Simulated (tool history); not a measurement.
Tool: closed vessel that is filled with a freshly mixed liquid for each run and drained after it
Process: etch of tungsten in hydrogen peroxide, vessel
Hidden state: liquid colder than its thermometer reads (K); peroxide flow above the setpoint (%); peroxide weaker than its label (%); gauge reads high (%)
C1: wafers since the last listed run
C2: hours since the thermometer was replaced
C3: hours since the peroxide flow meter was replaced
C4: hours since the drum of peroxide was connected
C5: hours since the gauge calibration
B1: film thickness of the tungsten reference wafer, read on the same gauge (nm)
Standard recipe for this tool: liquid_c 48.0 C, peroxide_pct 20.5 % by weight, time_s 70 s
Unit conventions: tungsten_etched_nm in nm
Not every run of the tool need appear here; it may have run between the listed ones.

run 1 hour=0.0 | liquid_c=48.0 peroxide_pct=25.0 time_s=70 | C1=0 C2=309.1 C3=439.9 C4=470.8 C5=819.0 | B1=60.31 | tungsten_etched_nm=62.59
run 2 hour=53.6 | liquid_c=48.0 peroxide_pct=20.5 time_s=55 | C1=7529 C2=362.7 C3=493.5 C4=524.4 C5=872.6 | B1=60.40 | tungsten_etched_nm=44.50
run 3 hour=138.7 | liquid_c=48.0 peroxide_pct=20.5 time_s=55 | C1=11954 C2=447.8 C3=578.6 C4=609.5 C5=957.7 | B1=60.45 | tungsten_etched_nm=44.58
run 4 hour=182.7 | liquid_c=48.0 peroxide_pct=20.5 time_s=70 | C1=6180 C2=491.8 C3=622.6 C4=653.5 C5=1001.7 | B1=60.49 | tungsten_etched_nm=57.28
run 5 hour=288.7 | liquid_c=48.0 peroxide_pct=20.5 time_s=70 | C1=14890 C2=597.8 C3=728.6 C4=759.5 C5=1107.7 | B1=60.66 | tungsten_etched_nm=57.18
run 6 hour=329.7 | liquid_c=48.0 peroxide_pct=20.5 time_s=70 | C1=5759 C2=638.8 C3=769.6 C4=800.5 C5=1148.7 | B1=60.70 | tungsten_etched_nm=56.97
run 7 hour=382.2 | liquid_c=48.0 peroxide_pct=20.5 time_s=70 | C1=7374 C2=691.3 C3=822.1 C4=853.0 C5=1201.2 | B1=60.80 | tungsten_etched_nm=56.93
run 8 hour=420.5 | liquid_c=48.0 peroxide_pct=20.5 time_s=70 | C1=5380 C2=729.6 C3=860.4 C4=891.3 C5=1239.5 | B1=60.83 | tungsten_etched_nm=56.73
run 9 hour=472.6 | liquid_c=48.0 peroxide_pct=20.5 time_s=70 | C1=7318 C2=781.7 C3=912.5 C4=943.4 C5=1291.6 | B1=60.93 | tungsten_etched_nm=57.01
-- hour=510.2 gauge calibrated
-- hour=542.1 new drum of peroxide connected
run 10 hour=564.3 | liquid_c=39.0 peroxide_pct=26.0 time_s=85 | C1=12741 C2=873.4 C3=1004.2 C4=22.2 C5=54.1 | B1=60.03 | tungsten_etched_nm=43.58
run 11 hour=626.2 | liquid_c=56.5 peroxide_pct=15.0 time_s=55 | C1=8695 C2=935.3 C3=1066.1 C4=84.1 C5=116.0 | B1=60.06 | tungsten_etched_nm=63.14
run 12 hour=670.1 | liquid_c=48.0 peroxide_pct=20.5 time_s=70 | C1=6166 C2=979.2 C3=1110.0 C4=128.0 C5=159.9 | B1=60.08 | tungsten_etched_nm=56.17
-- hour=716.9 peroxide flow meter replaced
run 13 hour=775.5 | liquid_c=48.0 peroxide_pct=20.5 time_s=55 | C1=14665 C2=1084.6 C3=58.6 C4=233.4 C5=265.3 | B1=60.11 | tungsten_etched_nm=44.06
-- hour=864.1 thermometer replaced
run 14 hour=999.1 | liquid_c=39.5 peroxide_pct=18.5 time_s=60 | C1=31269 C2=135.0 C3=282.2 C4=457.0 C5=488.9 | B1=60.20 | tungsten_etched_nm=26.79
run 15 hour=1043.1 | liquid_c=52.5 peroxide_pct=22.5 time_s=50 | C1=6180 C2=179.0 C3=326.2 C4=501.0 C5=532.9 | B1=60.21 | tungsten_etched_nm=55.76
run 16 hour=1111.5 | liquid_c=42.0 peroxide_pct=24.0 time_s=100 | C1=9608 C2=247.4 C3=394.6 C4=569.4 C5=601.3 | B1=60.28 | tungsten_etched_nm=60.25
run 17 hour=1194.9 | liquid_c=55.0 peroxide_pct=20.5 time_s=70 | C1=11715 C2=330.8 C3=478.0 C4=652.8 C5=684.7 | B1=60.30 | tungsten_etched_nm=86.17
run 18 hour=1261.9 | liquid_c=55.0 peroxide_pct=20.5 time_s=95 | C1=9411 C2=397.8 C3=545.0 C4=719.8 C5=751.7 | B1=60.44 | tungsten_etched_nm=118.56

5 ways to go on from here, each from the tool as it stands after run 18. What would each give?
run A hour=1262.6 | liquid_c=48.0 peroxide_pct=20.5 time_s=70 | C1=98 C2=398.5 C3=545.7 C4=720.5 C5=752.4 | B1=? | tungsten_etched_nm=?
run B hour=1262.6 | liquid_c=48.0 peroxide_pct=15.5 time_s=30 | C1=98 C2=398.5 C3=545.7 C4=720.5 C5=752.4 | B1=? | tungsten_etched_nm=?
run C hour=1262.6 | liquid_c=54.5 peroxide_pct=20.5 time_s=70 | C1=98 C2=398.5 C3=545.7 C4=720.5 C5=752.4 | B1=? | tungsten_etched_nm=?
run D hour=1262.6 | liquid_c=55.5 peroxide_pct=24.5 time_s=40 | C1=98 C2=398.5 C3=545.7 C4=720.5 C5=752.4 | B1=? | tungsten_etched_nm=?
run E hour=1262.6 | liquid_c=48.0 peroxide_pct=16.5 time_s=35 | C1=98 C2=398.5 C3=545.7 C4=720.5 C5=752.4 | B1=? | tungsten_etched_nm=?

run=A B1=60.37 tungsten_etched_nm=56.57
run=B B1=60.37 tungsten_etched_nm=21.08
run=C B1=60.37 tungsten_etched_nm=83.91
run=D B1=60.37 tungsten_etched_nm=55.62
run=E B1=60.37 tungsten_etched_nm=25.38
Without the tool's hidden state the same runs would have given:
run=A tungsten_etched_nm=56.20
run=B tungsten_etched_nm=20.94
run=C tungsten_etched_nm=83.36
run=D tungsten_etched_nm=55.26
run=E tungsten_etched_nm=25.21
